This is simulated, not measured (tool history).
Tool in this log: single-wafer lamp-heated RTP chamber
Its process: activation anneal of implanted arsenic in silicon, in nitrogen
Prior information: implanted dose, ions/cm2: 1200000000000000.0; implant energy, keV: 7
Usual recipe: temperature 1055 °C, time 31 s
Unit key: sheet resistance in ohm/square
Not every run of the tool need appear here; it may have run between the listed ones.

run,hour,temperature,time,wafers since the last listed run,wafers since the last pyrometer calibration,wafers since the reflector plate was cleaned,hours since the gauge calibration,"read-back reference wafer on the same gauge, sheet resistance",sheet resistance
1,0,1055,31,0,832,10167,28.7,122.99,111
2,25,1055,31,490,1323,10657,53.7,122.99,110.72
3,63.9,1055,31,763,2086,11421,92.6,122.96,111.94
4,125.4,1055,31,1207,3294,12628,154.1,122.91,111.45
# hour 136.7: reflector plate cleaned
5,237.4,1055,31,2041,5335,1976,266.1,123.04,112.38
# hour 251.2: pyrometer window cleaned and pyrometer calibrated
6,282.6,1055,31,730,615,2706,311.3,123.11,110.52
7,339.8,1055,31,1122,1737,3829,368.5,122.94,111.33
8,392.9,1038,31,1042,2780,4871,421.6,122.98,118.41
9,437,1055,31,865,3645,5737,465.7,123.13,111.1
10,464.6,1055,31,541,4187,6279,493.3,123.16,111.31
11,502.8,1055,31,749,4937,7028,531.5,123.07,111.43
# hour 544.3: pyrometer window cleaned and pyrometer calibrated
12,556.9,1055,31,904,247,7933,585.6,123.13,111.39
13,622.9,1055,31,1295,1543,9229,651.6,122.89,112.79
14,661.2,1055,31,751,2295,9980,689.9,122.96,111.97
# hour 687.2: reflector plate cleaned
15,691.8,1075,42,443,2738,90,720.5,122.97,101.23
16,761.5,1055,14,1368,4106,1458,790.2,123.02,127.17
# hour 793.8: gauge calibrated
# hour 832.5: pyrometer window cleaned and pyrometer calibrated
17,833,1064,31,1246,9,2704,39.2,123.1,107.61
18,852.3,1055,31,378,388,3083,58.5,123.04,111.73
19,890.1,1029,42,741,1130,3825,96.3,123.19,115.92
20,937,1025,42,920,2050,4746,143.2,123.26,118.3
21,988.6,1025,42,1012,3063,5758,194.8,123.08,118.73
22,1047.8,1055,47,1161,4225,6920,254,122.98,105.64
# hour 1106.1: pyrometer window cleaned and pyrometer calibrated
23,1106.6,1074,49,997,9,7917,312.8,123.19,99.83
24,1136.1,1034,36,579,588,8496,342.3,123.03,117.25
25,1192.9,1077,31,1114,1703,9611,399.1,123.22,104
26,1247.7,1055,31,1075,2779,10687,453.9,122.9,110.25
27,1305,1055,31,1124,3903,11811,511.2,122.82,111.61
# hour 1336.7: reflector plate cleaned
28,1352,1065,38,765,4669,299,558.2,123.08,105.24
# hour 1363.5: pyrometer window cleaned and pyrometer calibrated
29,1403.3,1037,37,849,780,1149,609.5,122.84,115.63

4 options for the next run, each taken on its own from the tool as it stands now. Forecast them:
A,1403.7,1055,21,7,788,1157,609.9,?,?
B,1403.7,1055,36,7,788,1157,609.9,?,?
C,1403.7,1055,20,7,788,1157,609.9,?,?
D,1403.7,1064,26,7,788,1157,609.9,?,?

run,"read-back reference wafer on the same gauge, sheet resistance",sheet resistance
A,123.09,118.34
B,123.09,109.5
C,123.09,119.26
D,123.09,111.14
Without the tool's hidden state the same runs would have given:
run,sheet resistance
A,118.34
B,109.5
C,119.26
D,111.14
